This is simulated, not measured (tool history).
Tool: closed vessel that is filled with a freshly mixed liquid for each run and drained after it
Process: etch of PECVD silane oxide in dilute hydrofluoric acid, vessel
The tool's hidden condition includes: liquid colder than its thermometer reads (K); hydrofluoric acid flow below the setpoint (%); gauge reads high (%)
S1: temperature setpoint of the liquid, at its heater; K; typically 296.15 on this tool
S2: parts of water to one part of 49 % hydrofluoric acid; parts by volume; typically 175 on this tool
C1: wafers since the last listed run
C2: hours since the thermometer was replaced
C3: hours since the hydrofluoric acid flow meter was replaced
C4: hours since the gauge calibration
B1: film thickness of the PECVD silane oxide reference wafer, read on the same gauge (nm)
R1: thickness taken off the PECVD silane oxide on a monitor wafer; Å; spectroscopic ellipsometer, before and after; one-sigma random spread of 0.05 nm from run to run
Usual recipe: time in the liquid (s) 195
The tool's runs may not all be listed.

run 1 hour=0.0 | S1=296.15 S2=220 time_in_the_liquid_(s)=195 | C1=0 C2=2452.5 C3=462.7 C4=193.7 | B1=50.01 | R1=128.0
run 2 hour=16.7 | S1=296.15 S2=220 time_in_the_liquid_(s)=195 | C1=1098 C2=2469.2 C3=479.4 C4=210.4 | B1=50.03 | R1=127.9
run 3 hour=30.1 | S1=296.15 S2=175 time_in_the_liquid_(s)=195 | C1=881 C2=2482.6 C3=492.8 C4=223.8 | B1=50.05 | R1=168.4
run 4 hour=36.2 | S1=296.15 S2=175 time_in_the_liquid_(s)=195 | C1=401 C2=2488.7 C3=498.9 C4=229.9 | B1=50.01 | R1=168.6
run 5 hour=52.3 | S1=296.15 S2=175 time_in_the_liquid_(s)=195 | C1=1058 C2=2504.8 C3=515.0 C4=246.0 | B1=50.04 | R1=168.4
run 6 hour=68.3 | S1=296.15 S2=175 time_in_the_liquid_(s)=195 | C1=1052 C2=2520.8 C3=531.0 C4=262.0 | B1=49.99 | R1=167.0
run 7 hour=83.0 | S1=296.15 S2=175 time_in_the_liquid_(s)=195 | C1=966 C2=2535.5 C3=545.7 C4=276.7 | B1=50.00 | R1=166.4
run 8 hour=98.4 | S1=296.15 S2=175 time_in_the_liquid_(s)=195 | C1=1012 C2=2550.9 C3=561.1 C4=292.1 | B1=49.99 | R1=166.8
run 9 hour=106.5 | S1=296.15 S2=175 time_in_the_liquid_(s)=195 | C1=532 C2=2559.0 C3=569.2 C4=300.2 | B1=50.02 | R1=167.0
run 10 hour=122.5 | S1=296.15 S2=175 time_in_the_liquid_(s)=195 | C1=1052 C2=2575.0 C3=585.2 C4=316.2 | B1=49.98 | R1=166.5
-- hour=125.8 thermometer replaced
run 11 hour=140.3 | S1=296.15 S2=130 time_in_the_liquid_(s)=195 | C1=1105 C2=14.5 C3=603.0 C4=334.0 | B1=50.04 | R1=258.3
run 12 hour=151.9 | S1=296.15 S2=130 time_in_the_liquid_(s)=195 | C1=762 C2=26.1 C3=614.6 C4=345.6 | B1=50.01 | R1=256.6
run 13 hour=166.0 | S1=296.15 S2=130 time_in_the_liquid_(s)=195 | C1=927 C2=40.2 C3=628.7 C4=359.7 | B1=50.01 | R1=256.6
run 14 hour=183.9 | S1=294.65 S2=175 time_in_the_liquid_(s)=195 | C1=1177 C2=58.1 C3=646.6 C4=377.6 | B1=50.02 | R1=170.7
run 15 hour=197.0 | S1=296.15 S2=175 time_in_the_liquid_(s)=195 | C1=861 C2=71.2 C3=659.7 C4=390.7 | B1=50.03 | R1=180.9
run 16 hour=207.9 | S1=296.15 S2=175 time_in_the_liquid_(s)=195 | C1=716 C2=82.1 C3=670.6 C4=401.6 | B1=49.98 | R1=181.0
run 17 hour=217.8 | S1=300.65 S2=225 time_in_the_liquid_(s)=95 | C1=651 C2=92.0 C3=680.5 C4=411.5 | B1=49.96 | R1=76.1
run 18 hour=226.4 | S1=296.15 S2=235 time_in_the_liquid_(s)=280 | C1=565 C2=100.6 C3=689.1 C4=420.1 | B1=49.97 | R1=181.7
-- hour=239.2 gauge calibrated
run 19 hour=240.7 | S1=291.65 S2=100 time_in_the_liquid_(s)=85 | C1=940 C2=114.9 C3=703.4 C4=1.5 | B1=49.99 | R1=125.2
run 20 hour=252.1 | S1=296.15 S2=175 time_in_the_liquid_(s)=150 | C1=749 C2=126.3 C3=714.8 C4=12.9 | B1=50.02 | R1=138.7
-- hour=270.3 hydrofluoric acid flow meter replaced
run 21 hour=296.0 | S1=294.65 S2=220 time_in_the_liquid_(s)=300 | C1=2821 C2=170.2 C3=25.7 C4=56.8 | B1=50.01 | R1=207.0
run 22 hour=303.2 | S1=292.65 S2=255 time_in_the_liquid_(s)=110 | C1=473 C2=177.4 C3=32.9 C4=64.0 | B1=50.01 | R1=58.7
run 23 hour=309.5 | S1=296.15 S2=175 time_in_the_liquid_(s)=90 | C1=414 C2=183.7 C3=39.2 C4=70.3 | B1=50.00 | R1=86.4
run 24 hour=321.3 | S1=291.65 S2=175 time_in_the_liquid_(s)=195 | C1=776 C2=195.5 C3=51.0 C4=82.1 | B1=50.01 | R1=157.0
run 25 hour=335.3 | S1=298.15 S2=230 time_in_the_liquid_(s)=95 | C1=920 C2=209.5 C3=65.0 C4=96.1 | B1=50.02 | R1=70.1
run 26 hour=344.7 | S1=291.65 S2=260 time_in_the_liquid_(s)=240 | C1=618 C2=218.9 C3=74.4 C4=105.5 | B1=50.02 | R1=119.6
run 27 hour=357.4 | S1=296.15 S2=175 time_in_the_liquid_(s)=195 | C1=835 C2=231.6 C3=87.1 C4=118.2 | B1=49.98 | R1=186.2
run 28 hour=375.2 | S1=293.65 S2=175 time_in_the_liquid_(s)=195 | C1=1170 C2=249.4 C3=104.9 C4=136.0 | B1=49.99 | R1=169.1

What if the next run were any one of these 5? Each begins from the tool's condition after run 28:
run A hour=375.9 | S1=296.15 S2=100 time_in_the_liquid_(s)=195 | C1=46 C2=250.1 C3=105.6 C4=136.7 | B1=? | R1=?
run B hour=375.9 | S1=296.15 S2=175 time_in_the_liquid_(s)=275 | C1=46 C2=250.1 C3=105.6 C4=136.7 | B1=? | R1=?
run C hour=375.9 | S1=296.15 S2=175 time_in_the_liquid_(s)=145 | C1=46 C2=250.1 C3=105.6 C4=136.7 | B1=? | R1=?
run D hour=375.9 | S1=291.65 S2=220 time_in_the_liquid_(s)=195 | C1=46 C2=250.1 C3=105.6 C4=136.7 | B1=? | R1=?
run E hour=375.9 | S1=294.15 S2=90 time_in_the_liquid_(s)=145 | C1=46 C2=250.1 C3=105.6 C4=136.7 | B1=? | R1=?

run=A B1=50.00 R1=354.4
run=B B1=50.00 R1=262.3
run=C B1=50.00 R1=138.3
run=D B1=50.00 R1=118.9
run=E B1=50.00 R1=273.2
The same runs, with their run-to-run variation unchanged, on a tool lacking any hidden condition would have given:
run=A R1=360.5
run=B R1=266.7
run=C R1=140.6
run=D R1=121.0
run=E R1=277.9

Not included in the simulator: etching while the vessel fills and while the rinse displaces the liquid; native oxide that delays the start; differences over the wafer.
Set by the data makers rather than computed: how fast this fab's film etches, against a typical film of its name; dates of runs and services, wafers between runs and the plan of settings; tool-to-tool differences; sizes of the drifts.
